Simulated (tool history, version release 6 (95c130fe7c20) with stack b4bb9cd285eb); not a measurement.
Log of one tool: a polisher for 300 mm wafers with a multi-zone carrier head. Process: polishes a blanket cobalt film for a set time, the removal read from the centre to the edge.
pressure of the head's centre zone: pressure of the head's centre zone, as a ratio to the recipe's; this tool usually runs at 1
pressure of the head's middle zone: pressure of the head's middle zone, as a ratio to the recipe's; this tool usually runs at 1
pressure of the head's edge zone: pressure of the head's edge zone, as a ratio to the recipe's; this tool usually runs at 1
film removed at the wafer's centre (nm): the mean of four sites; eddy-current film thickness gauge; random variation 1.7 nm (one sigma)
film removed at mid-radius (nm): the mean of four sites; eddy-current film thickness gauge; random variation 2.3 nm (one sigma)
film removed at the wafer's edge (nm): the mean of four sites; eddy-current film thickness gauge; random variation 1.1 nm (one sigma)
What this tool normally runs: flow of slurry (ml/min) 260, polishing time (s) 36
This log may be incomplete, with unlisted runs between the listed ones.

run	hour	flow of slurry (ml/min)	pressure of the head's centre zone	pressure of the head's middle zone	pressure of the head's edge zone	polishing time (s)	incoming thickness of the incoming film, nm	film removed at the wafer's centre (nm)	film removed at mid-radius (nm)	film removed at the wafer's edge (nm)
1	0	260	1	1.05	1.05	36	747.5	166.5	159.2	153.6
# hour 19.4: centre zone pressure recalibrated
2	28.6	260	1	1.05	1.05	36	743.4	157.7	159.9	148.8
3	57.5	210	1	1	1	36	751.8	146.2	149.3	141
# hour 59.4: slurry nozzle cleaned
# hour 77.6: edge zone pressure recalibrated
# hour 114.2: worn pad replaced by a new one
4	124.5	210	1	1	1	36	749.2	164	162.9	156.4
5	189.7	260	1	1	1	36	749.7	168.3	167.3	159
6	256.5	260	1.04	0.93	0.95	45	740.4	216	194.1	191.9
# hour 276.9: carrier head's membrane replaced by a new one
7	287.7	335	1	0.94	0.91	36	757.7	170.8	161.1	152.7
8	316.9	260	1	1.05	1	36	745.8	165.6	165.1	154.3
9	355.6	305	0.97	1	1	36	749.3	160.6	160.1	154.8
10	414.8	330	1.09	1.05	0.92	36	751	180.8	166.1	147.4
# hour 467.4: worn pad replaced by a new one
11	512.3	260	1	1	1	25	744.7	117.8	115.5	111.3
12	569.4	285	1	0.9	1	36	748.2	178.6	152.8	160.3
# hour 634: centre zone pressure recalibrated
13	638.4	260	1.04	0.92	0.88	30	743.8	139.1	125.9	121.1
14	702.7	260	1	1	1	36	767.3	156.5	158.7	152.4
# hour 740.7: edge zone pressure recalibrated
15	758.6	260	1	0.92	1	36	746.6	156.6	144.7	148.6
16	786.7	260	0.89	0.97	1	28	761	105.7	114.5	115.2
17	815.2	260	0.96	1	1	36	734.2	142.5	152.1	142.9
# hour 848: worn pad replaced by a new one
18	867.9	260	1	0.95	1	25	747.6	114.4	108	109.9
19	901.3	290	1	1	1	36	757.2	169.7	169.1	161.2
# hour 919.4: slurry nozzle cleaned
20	955.3	260	1	1	1	36	750.9	171.4	165.7	157.9
# hour 1156.7: centre zone pressure recalibrated
21	1163.8	260	1	1	1	36	743.7	153	153.8	148.3

Alternative continuations, all from the tool just after run 21; predict every row:
A	1164.2	260	1	1	0.97	36	738.6	?	?	?
B	1164.2	260	1.06	0.95	0.94	27	738.6	?	?	?
C	1164.2	345	1	1	1.09	47	738.6	?	?	?
D	1164.2	260	0.89	1.05	1.04	36	738.6	?	?	?
E	1164.2	200	0.97	1.03	1.05	36	738.6	?	?	?

run	film removed at the wafer's centre (nm)	film removed at mid-radius (nm)	film removed at the wafer's edge (nm)
A	153.3	154.3	146.7
B	121.9	111.4	108.5
C	206.6	207.3	207.4
D	136.4	160.1	151.7
E	142.9	152.1	148.3
What these runs would have given with no unlogged condition in the tool:
run	film removed at the wafer's centre (nm)	film removed at mid-radius (nm)	film removed at the wafer's edge (nm)
A	166.4	167.6	159.4
B	132.3	121	117.8
C	224.3	225.2	225.2
D	148	173.9	164.7
E	155.1	165.2	161.1
